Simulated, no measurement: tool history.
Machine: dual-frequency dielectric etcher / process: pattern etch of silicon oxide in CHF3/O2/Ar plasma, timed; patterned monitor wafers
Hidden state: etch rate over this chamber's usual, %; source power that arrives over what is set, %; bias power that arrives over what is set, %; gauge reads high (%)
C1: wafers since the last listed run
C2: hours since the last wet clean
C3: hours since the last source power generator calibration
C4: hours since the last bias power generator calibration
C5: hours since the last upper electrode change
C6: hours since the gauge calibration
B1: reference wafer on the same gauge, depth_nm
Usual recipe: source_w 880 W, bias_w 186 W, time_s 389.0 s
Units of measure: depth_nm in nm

{"run": 1, "hour": 0.0, "source_w": 880, "bias_w": 186, "time_s": 389.0, "C1": 0, "C2": 429.5, "C3": 4665.4, "C4": 4307.0, "C5": 4278.3, "C6": 417.8, "B1": 933.3, "depth_nm": 867.6}
{"hour": 8.3, "done": "wet clean of the chamber"}
{"run": 2, "hour": 76.8, "source_w": 880, "bias_w": 186, "time_s": 389.0, "C1": 197, "C2": 68.5, "C3": 4742.2, "C4": 4383.8, "C5": 4355.1, "C6": 494.6, "B1": 932.9, "depth_nm": 917.2}
{"run": 3, "hour": 128.9, "source_w": 880, "bias_w": 186, "time_s": 389.0, "C1": 150, "C2": 120.6, "C3": 4794.3, "C4": 4435.9, "C5": 4407.2, "C6": 546.7, "B1": 932.1, "depth_nm": 909.0}
{"run": 4, "hour": 199.8, "source_w": 880, "bias_w": 186, "time_s": 389.0, "C1": 204, "C2": 191.5, "C3": 4865.2, "C4": 4506.8, "C5": 4478.1, "C6": 617.6, "B1": 932.1, "depth_nm": 901.5}
{"run": 5, "hour": 250.0, "source_w": 930, "bias_w": 186, "time_s": 389.0, "C1": 144, "C2": 241.7, "C3": 4915.4, "C4": 4557.0, "C5": 4528.3, "C6": 667.8, "B1": 933.3, "depth_nm": 915.9}
{"run": 6, "hour": 313.6, "source_w": 930, "bias_w": 186, "time_s": 389.0, "C1": 183, "C2": 305.3, "C3": 4979.0, "C4": 4620.6, "C5": 4591.9, "C6": 731.4, "B1": 933.1, "depth_nm": 913.1}
{"hour": 357.2, "done": "upper electrode replaced, of another model than before"}
{"run": 7, "hour": 388.5, "source_w": 880, "bias_w": 186, "time_s": 389.0, "C1": 146, "C2": 380.2, "C3": 5053.9, "C4": 4695.5, "C5": 31.3, "C6": 806.3, "B1": 933.0, "depth_nm": 888.2}
{"hour": 437.0, "done": "bias power generator calibrated"}
{"hour": 463.9, "done": "wet clean of the chamber"}
{"run": 8, "hour": 464.4, "source_w": 880, "bias_w": 186, "time_s": 389.0, "C1": 138, "C2": 0.5, "C3": 5129.8, "C4": 27.4, "C5": 107.2, "C6": 882.2, "B1": 932.4, "depth_nm": 918.9}
{"hour": 475.3, "done": "source power generator calibrated"}
{"hour": 521.8, "done": "gauge calibrated"}
{"run": 9, "hour": 553.7, "source_w": 880, "bias_w": 166, "time_s": 283.5, "C1": 246, "C2": 89.8, "C3": 78.4, "C4": 116.7, "C5": 196.5, "C6": 31.9, "B1": 932.2, "depth_nm": 623.9}
{"run": 10, "hour": 609.5, "source_w": 880, "bias_w": 186, "time_s": 389.0, "C1": 161, "C2": 145.6, "C3": 134.2, "C4": 172.5, "C5": 252.3, "C6": 87.7, "B1": 933.7, "depth_nm": 899.8}
{"run": 11, "hour": 688.6, "source_w": 1060, "bias_w": 204, "time_s": 454.5, "C1": 228, "C2": 224.7, "C3": 213.3, "C4": 251.6, "C5": 331.4, "C6": 166.8, "B1": 931.7, "depth_nm": 1145.5}
{"run": 12, "hour": 731.6, "source_w": 880, "bias_w": 209, "time_s": 389.0, "C1": 124, "C2": 267.7, "C3": 256.3, "C4": 294.6, "C5": 374.4, "C6": 209.8, "B1": 932.3, "depth_nm": 942.8}
{"run": 13, "hour": 800.2, "source_w": 880, "bias_w": 186, "time_s": 275.5, "C1": 198, "C2": 336.3, "C3": 324.9, "C4": 363.2, "C5": 443.0, "C6": 278.4, "B1": 933.7, "depth_nm": 627.5}
{"hour": 881.5, "done": "wet clean of the chamber"}
{"run": 14, "hour": 891.8, "source_w": 1090, "bias_w": 158, "time_s": 304.0, "C1": 195, "C2": 10.3, "C3": 416.5, "C4": 454.8, "C5": 534.6, "C6": 370.0, "B1": 933.2, "depth_nm": 698.9}
{"run": 15, "hour": 988.1, "source_w": 880, "bias_w": 172, "time_s": 300.5, "C1": 277, "C2": 106.6, "C3": 512.8, "C4": 551.1, "C5": 630.9, "C6": 466.3, "B1": 934.8, "depth_nm": 674.0}
{"run": 16, "hour": 1054.2, "source_w": 880, "bias_w": 164, "time_s": 325.5, "C1": 190, "C2": 172.7, "C3": 578.9, "C4": 617.2, "C5": 697.0, "C6": 532.4, "B1": 934.1, "depth_nm": 714.0}
{"run": 17, "hour": 1142.6, "source_w": 880, "bias_w": 186, "time_s": 389.0, "C1": 255, "C2": 261.1, "C3": 667.3, "C4": 705.6, "C5": 785.4, "C6": 620.8, "B1": 932.3, "depth_nm": 892.0}

Pick out some run-to-run changes in depth_nm. Of each, how much would a tool without hidden state show as well, from the settings, what came in and chance, and how much is left for the hidden state and any gauge scatter not in both results compared?
Run 1 -> 2: wet clean of the chamber. depth_nm +49.6 nm: hidden state +41.3, all else +8.3.
Run 12 -> 13: bias_w 209 -> 186, time_s 389.0 -> 275.5. depth_nm -315.3 nm: hidden state +4.8, all else -320.1.

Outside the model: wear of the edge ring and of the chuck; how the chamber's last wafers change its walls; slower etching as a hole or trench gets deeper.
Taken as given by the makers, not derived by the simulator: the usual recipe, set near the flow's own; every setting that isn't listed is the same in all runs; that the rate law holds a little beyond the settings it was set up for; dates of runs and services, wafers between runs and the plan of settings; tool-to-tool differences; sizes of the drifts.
